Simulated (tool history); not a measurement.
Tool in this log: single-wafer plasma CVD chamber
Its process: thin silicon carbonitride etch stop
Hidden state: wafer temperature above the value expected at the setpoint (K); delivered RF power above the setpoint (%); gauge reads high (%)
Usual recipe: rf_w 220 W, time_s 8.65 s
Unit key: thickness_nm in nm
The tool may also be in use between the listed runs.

run    hour  rf_w  time_s  wafers since the last listed run  hours since the last thermocouple change  hours since the last RF generator calibration  hours since the showerhead was replaced  hours since the gauge calibration  read-back reference wafer on the same gauge, thickness_nm  thickness_nm
  1     0.0   220    8.65                                 0                                     534.8                                           22.1                                   5398.1                              177.6                                                      4.509         4.722
  2    38.4   220    8.65                              1504                                     573.2                                           60.5                                   5436.5                              216.0                                                      4.511         4.724
  3   103.7   220    8.65                              2557                                     638.5                                          125.8                                   5501.8                              281.3                                                      4.510         4.716
  4   183.4   220    8.65                              3121                                     718.2                                          205.5                                   5581.5                              361.0                                                      4.511         4.723
  5   270.3   220    8.65                              3403                                     805.1                                          292.4                                   5668.4                              447.9                                                      4.510         4.705
  6   333.4   220    8.65                              2471                                     868.2                                          355.5                                   5731.5                              511.0                                                      4.509         4.702
  7   426.8   220    9.24                              3658                                     961.6                                          448.9                                   5824.9                              604.4                                                      4.509         5.020
  8   527.7   220    8.65                              3952                                    1062.5                                          549.8                                   5925.8                              705.3                                                      4.507         4.689
  9   621.7   220    8.65                              3681                                    1156.5                                          643.8                                   6019.8                              799.3                                                      4.511         4.685
      643.9  -- showerhead replaced
 10   679.9   245    7.57                              1966                                    1214.7                                          702.0                                     36.0                              857.5                                                      4.509         4.322
 11   771.2   245    7.57                              3576                                    1306.0                                          793.3                                    127.3                              948.8                                                      4.510         4.323
 12   824.1   245    7.57                              2072                                    1358.9                                          846.2                                    180.2                             1001.7                                                      4.512         4.312
 13   905.7   245    9.98                              3196                                    1440.5                                          927.8                                    261.8                             1083.3                                                      4.511         5.684
 14  1005.2   205    9.29                              3897                                    1540.0                                         1027.3                                    361.3                             1182.8                                                      4.510         4.825
     1085.5  -- RF generator calibrated
 15  1095.8   220    7.73                              3235                                    1630.6                                           10.3                                    451.9                             1273.4                                                      4.508         4.218
 16  1132.5   245    7.21                              1437                                    1667.3                                           47.0                                    488.6                             1310.1                                                      4.509         4.141
     1193.2  -- gauge calibrated
 17  1215.7   260    9.27                              3258                                    1750.5                                          130.2                                    571.8                               22.5                                                      4.509         5.476
 18  1252.6   220    9.58                              1445                                    1787.4                                          167.1                                    608.7                               59.4                                                      4.511         5.224
 19  1294.9   205    9.29                              1656                                    1829.7                                          209.4                                    651.0                              101.7                                                      4.512         4.872
 20  1368.7   220   10.25                              2890                                    1903.5                                          283.2                                    724.8                              175.5                                                      4.511         5.571
 21  1428.0   260    9.74                              2322                                    1962.8                                          342.5                                    784.1                              234.8                                                      4.512         5.752
     1465.8  -- thermocouple changed; heater temperature recalibrated
 22  1529.5   220    8.65                              3662                                      63.7                                          444.0                                    885.6                              336.3                                                      4.510         4.699
 23  1805.2   220    8.65                             10798                                     339.4                                          719.7                                   1161.3                              612.0                                                      4.509         4.681
 24  1909.0   195    9.35                              4065                                     443.2                                          823.5                                   1265.1                              715.8                                                      4.509         4.738
 25  1992.5   220    9.25                              3270                                     526.7                                          907.0                                   1348.6                              799.3                                                      4.512         4.999

Some steps in thickness_nm between neighbouring runs. How much of each would the tool show without its hidden state too (settings, what came in, random variation), and how much is left for the hidden state, with any gauge scatter that isn't in both results?
Run 12 -> 13: time_s 7.57 -> 9.98. thickness_nm +1.372 nm: hidden state -0.019, all else +1.391.
Run 14 -> 15: rf_w 205 -> 220, time_s 9.29 -> 7.73, RF generator calibrated. thickness_nm -0.607 nm: hidden state +0.058, all else -0.665.
Run 16 -> 17: rf_w 245 -> 260, time_s 7.21 -> 9.27, gauge calibrated. thickness_nm +1.335 nm: hidden state -0.009, all else +1.344.
